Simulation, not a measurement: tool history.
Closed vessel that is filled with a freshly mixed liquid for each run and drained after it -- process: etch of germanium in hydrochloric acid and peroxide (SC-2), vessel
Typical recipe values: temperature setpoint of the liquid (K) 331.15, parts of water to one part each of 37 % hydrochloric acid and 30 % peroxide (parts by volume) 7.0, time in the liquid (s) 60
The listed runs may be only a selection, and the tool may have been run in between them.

run,hour,temperature setpoint of the liquid (K),parts of water to one part each of 37 % hydrochloric acid and 30 % peroxide (parts by volume),time in the liquid (s),wafers since the last listed run,hours since the thermometer was replaced,hours since the chemicals flow meter was replaced,hours since the drum of peroxide was connected,hours since the gauge calibration,"read-back film thickness of the germanium reference wafer, read on the same gauge (nm)",thickness taken off the germanium on a monitor wafer (nm)
1,0.0,331.15,7.0,60,0,1182.2,1676.1,484.3,21.1,109.95,163.78
2,10.3,331.15,7.0,60,1292,1192.5,1686.4,494.6,31.4,110.01,164.30
3,27.7,331.15,7.0,60,2183,1209.9,1703.8,512.0,48.8,110.00,164.29
4,34.7,331.15,7.0,60,878,1216.9,1710.8,519.0,55.8,109.98,164.05
5,51.8,331.15,7.0,60,2145,1234.0,1727.9,536.1,72.9,110.04,163.50
6,61.4,331.15,7.0,60,1204,1243.6,1737.5,545.7,82.5,109.98,164.76
7,72.5,331.15,7.0,60,1392,1254.7,1748.6,556.8,93.6,109.98,165.20
8,100.0,331.15,7.0,60,3450,1282.2,1776.1,584.3,121.1,109.99,165.51
# hour 113.0: chemicals flow meter replaced
9,117.7,331.15,7.0,60,2095,1299.9,4.7,602.0,138.8,110.03,165.32
10,129.5,331.15,7.0,60,1480,1311.7,16.5,613.8,150.6,109.98,165.37
11,142.0,336.65,7.0,30,1568,1324.2,29.0,626.3,163.1,110.02,97.24
# hour 147.2: gauge calibrated
12,154.2,331.15,7.0,60,1530,1336.4,41.2,638.5,7.0,109.97,164.26
13,171.7,325.15,7.0,35,2195,1353.9,58.7,656.0,24.5,109.94,80.68
14,183.2,331.15,7.0,60,1443,1365.4,70.2,667.5,36.0,109.98,165.54
# hour 193.0: thermometer replaced
15,200.2,327.65,8.0,60,2007,7.2,87.2,684.5,53.0,109.97,136.62
# hour 210.8: new drum of peroxide connected
16,211.3,331.15,7.0,60,1267,18.3,98.3,0.5,64.1,110.00,153.44
17,226.9,336.15,7.0,60,1957,33.9,113.9,16.1,79.7,110.04,179.38
18,239.2,339.15,7.0,60,1543,46.2,126.2,28.4,92.0,110.02,194.54
19,248.2,339.15,7.0,60,1129,55.2,135.2,37.4,101.0,110.01,195.78
20,265.9,335.15,6.0,40,2221,72.9,152.9,55.1,118.7,109.98,117.02

Consider 5 possible next runs. They are alternatives, not a sequence: every one starts from the tool as it was left by run 20. What does each give?
A,266.6,331.15,7.0,60,87,73.6,153.6,55.8,119.4,?,?
B,266.6,337.65,7.0,60,87,73.6,153.6,55.8,119.4,?,?
C,266.6,331.15,7.0,40,87,73.6,153.6,55.8,119.4,?,?
D,266.6,331.15,8.5,60,87,73.6,153.6,55.8,119.4,?,?
E,266.6,331.15,4.0,80,87,73.6,153.6,55.8,119.4,?,?

run,"read-back film thickness of the germanium reference wafer, read on the same gauge (nm)",thickness taken off the germanium on a monitor wafer (nm)
A,109.97,154.54
B,109.97,187.28
C,109.97,103.02
D,109.97,152.34
E,109.97,210.28
Take away the tool's hidden state, keep each run's random variation, and the runs would have read:
run,thickness taken off the germanium on a monitor wafer (nm)
A,153.79
B,186.41
C,102.53
D,151.61
E,209.25

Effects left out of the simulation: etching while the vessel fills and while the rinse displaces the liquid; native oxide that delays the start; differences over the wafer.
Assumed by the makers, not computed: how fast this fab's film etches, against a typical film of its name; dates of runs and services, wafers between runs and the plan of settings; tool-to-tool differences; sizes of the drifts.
